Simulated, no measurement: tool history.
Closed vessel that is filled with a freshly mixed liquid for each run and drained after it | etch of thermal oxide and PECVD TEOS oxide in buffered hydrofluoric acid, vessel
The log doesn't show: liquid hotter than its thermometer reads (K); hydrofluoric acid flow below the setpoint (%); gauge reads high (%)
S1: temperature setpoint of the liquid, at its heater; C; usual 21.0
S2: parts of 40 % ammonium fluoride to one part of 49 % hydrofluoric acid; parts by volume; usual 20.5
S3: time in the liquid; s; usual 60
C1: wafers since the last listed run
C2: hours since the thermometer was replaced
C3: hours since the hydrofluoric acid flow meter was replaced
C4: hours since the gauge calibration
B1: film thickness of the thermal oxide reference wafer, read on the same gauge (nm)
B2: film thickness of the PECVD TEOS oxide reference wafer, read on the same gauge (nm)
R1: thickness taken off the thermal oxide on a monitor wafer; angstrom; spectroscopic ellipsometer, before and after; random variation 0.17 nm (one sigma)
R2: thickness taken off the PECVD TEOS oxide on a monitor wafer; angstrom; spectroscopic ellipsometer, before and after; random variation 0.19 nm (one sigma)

run 1 hour=0.0 | S1=21.0 S2=20.5 S3=60 | C1=0 C2=986.7 C3=1713.3 C4=1825.9 | B1=60.00 B2=150.01 | R1=322.5 R2=372.1
run 2 hour=47.1 | S1=21.0 S2=20.5 S3=60 | C1=5382 C2=1033.8 C3=1760.4 C4=1873.0 | B1=60.00 B2=149.99 | R1=320.9 R2=369.0
run 3 hour=72.8 | S1=21.0 S2=20.5 S3=60 | C1=2936 C2=1059.5 C3=1786.1 C4=1898.7 | B1=60.01 B2=150.01 | R1=316.9 R2=368.0
-- hour=106.2 gauge calibrated
run 4 hour=132.9 | S1=21.0 S2=20.5 S3=60 | C1=6868 C2=1119.6 C3=1846.2 C4=26.7 | B1=60.00 B2=149.96 | R1=322.7 R2=367.7
run 5 hour=181.5 | S1=18.0 S2=20.5 S3=50 | C1=5553 C2=1168.2 C3=1894.8 C4=75.3 | B1=59.99 B2=149.99 | R1=224.3 R2=256.9
run 6 hour=205.9 | S1=21.0 S2=14.0 S3=60 | C1=2788 C2=1192.6 C3=1919.2 C4=99.7 | B1=60.02 B2=150.00 | R1=450.9 R2=520.0
run 7 hour=274.3 | S1=21.0 S2=20.5 S3=60 | C1=7816 C2=1261.0 C3=1987.6 C4=168.1 | B1=60.00 B2=150.00 | R1=322.8 R2=370.2
run 8 hour=338.1 | S1=21.0 S2=20.5 S3=60 | C1=7290 C2=1324.8 C3=2051.4 C4=231.9 | B1=60.00 B2=150.00 | R1=322.6 R2=373.2
run 9 hour=379.6 | S1=21.0 S2=15.0 S3=60 | C1=4742 C2=1366.3 C3=2092.9 C4=273.4 | B1=60.01 B2=150.00 | R1=422.3 R2=484.6
run 10 hour=408.7 | S1=21.0 S2=20.5 S3=30 | C1=3325 C2=1395.4 C3=2122.0 C4=302.5 | B1=60.01 B2=150.01 | R1=161.0 R2=184.2
run 11 hour=452.3 | S1=18.5 S2=26.5 S3=90 | C1=4982 C2=1439.0 C3=2165.6 C4=346.1 | B1=59.97 B2=150.00 | R1=353.3 R2=404.5
run 12 hour=489.8 | S1=23.0 S2=20.5 S3=45 | C1=4285 C2=1476.5 C3=2203.1 C4=383.6 | B1=60.03 B2=150.00 | R1=271.1 R2=312.4
run 13 hour=554.7 | S1=24.5 S2=20.5 S3=60 | C1=7416 C2=1541.4 C3=2268.0 C4=448.5 | B1=59.99 B2=150.01 | R1=391.2 R2=448.7
run 14 hour=595.7 | S1=23.5 S2=24.5 S3=40 | C1=4685 C2=1582.4 C3=2309.0 C4=489.5 | B1=60.02 B2=149.99 | R1=218.9 R2=250.9
-- hour=622.9 thermometer replaced
run 15 hour=662.7 | S1=21.0 S2=20.5 S3=95 | C1=7542 C2=39.8 C3=2376.0 C4=556.5 | B1=60.02 B2=149.98 | R1=479.9 R2=554.1
run 16 hour=708.7 | S1=21.0 S2=20.5 S3=60 | C1=5256 C2=85.8 C3=2422.0 C4=602.5 | B1=60.02 B2=150.00 | R1=303.5 R2=343.4
run 17 hour=760.8 | S1=17.0 S2=14.5 S3=60 | C1=5953 C2=137.9 C3=2474.1 C4=654.6 | B1=60.02 B2=149.98 | R1=328.0 R2=371.5
-- hour=825.4 hydrofluoric acid flow meter replaced
run 18 hour=892.6 | S1=24.0 S2=17.5 S3=60 | C1=14947 C2=269.7 C3=67.2 C4=786.4 | B1=60.00 B2=150.04 | R1=444.4 R2=510.1
run 19 hour=956.9 | S1=24.0 S2=26.5 S3=45 | C1=7347 C2=334.0 C3=131.5 C4=850.7 | B1=60.03 B2=150.01 | R1=240.2 R2=278.1
run 20 hour=1021.2 | S1=21.0 S2=23.0 S3=60 | C1=7347 C2=398.3 C3=195.8 C4=915.0 | B1=60.03 B2=150.02 | R1=301.7 R2=345.8
run 21 hour=1063.2 | S1=17.0 S2=12.5 S3=90 | C1=4799 C2=440.3 C3=237.8 C4=957.0 | B1=59.99 B2=149.99 | R1=626.0 R2=718.9
run 22 hour=1103.6 | S1=21.0 S2=20.5 S3=60 | C1=4616 C2=480.7 C3=278.2 C4=997.4 | B1=60.01 B2=150.03 | R1=326.7 R2=374.7
run 23 hour=1170.3 | S1=17.0 S2=27.0 S3=60 | C1=7622 C2=547.4 C3=344.9 C4=1064.1 | B1=60.02 B2=150.01 | R1=217.7 R2=243.8
run 24 hour=1197.3 | S1=19.0 S2=15.5 S3=30 | C1=3085 C2=574.4 C3=371.9 C4=1091.1 | B1=60.01 B2=149.98 | R1=190.1 R2=216.9
run 25 hour=1261.7 | S1=21.0 S2=28.0 S3=75 | C1=7359 C2=638.8 C3=436.3 C4=1155.5 | B1=59.98 B2=150.01 | R1=331.3 R2=374.3
run 26 hour=1355.2 | S1=24.0 S2=20.5 S3=35 | C1=10684 C2=732.3 C3=529.8 C4=1249.0 | B1=59.99 B2=149.99 | R1=224.4 R2=257.6
run 27 hour=1406.7 | S1=19.5 S2=13.5 S3=60 | C1=5885 C2=783.8 C3=581.3 C4=1300.5 | B1=60.00 B2=149.96 | R1=443.7 R2=508.2

Some steps in R1 between neighbouring runs. How much of each would the tool show without its hidden state too (settings, what came in, random variation), and how much is left for the hidden state, with any gauge scatter that isn't in both results?
Run 14 -> 15: S1 23.5 -> 21.0, S2 24.5 -> 20.5, S3 40 -> 95, thermometer replaced. R1 +261.0 angstrom: hidden state -31.9, all else +292.9.
Run 17 -> 18: S1 17.0 -> 24.0, S2 14.5 -> 17.5, hydrofluoric acid flow meter replaced. R1 +116.4 angstrom: hidden state +32.5, all else +83.9.
Run 20 -> 21: S1 21.0 -> 17.0, S2 23.0 -> 12.5, S3 60 -> 90. R1 +324.3 angstrom: hidden state -1.3, all else +325.6.
Run 21 -> 22: S1 17.0 -> 21.0, S2 12.5 -> 20.5, S3 90 -> 60. R1 -299.3 angstrom: hidden state +2.0, all else -301.3.
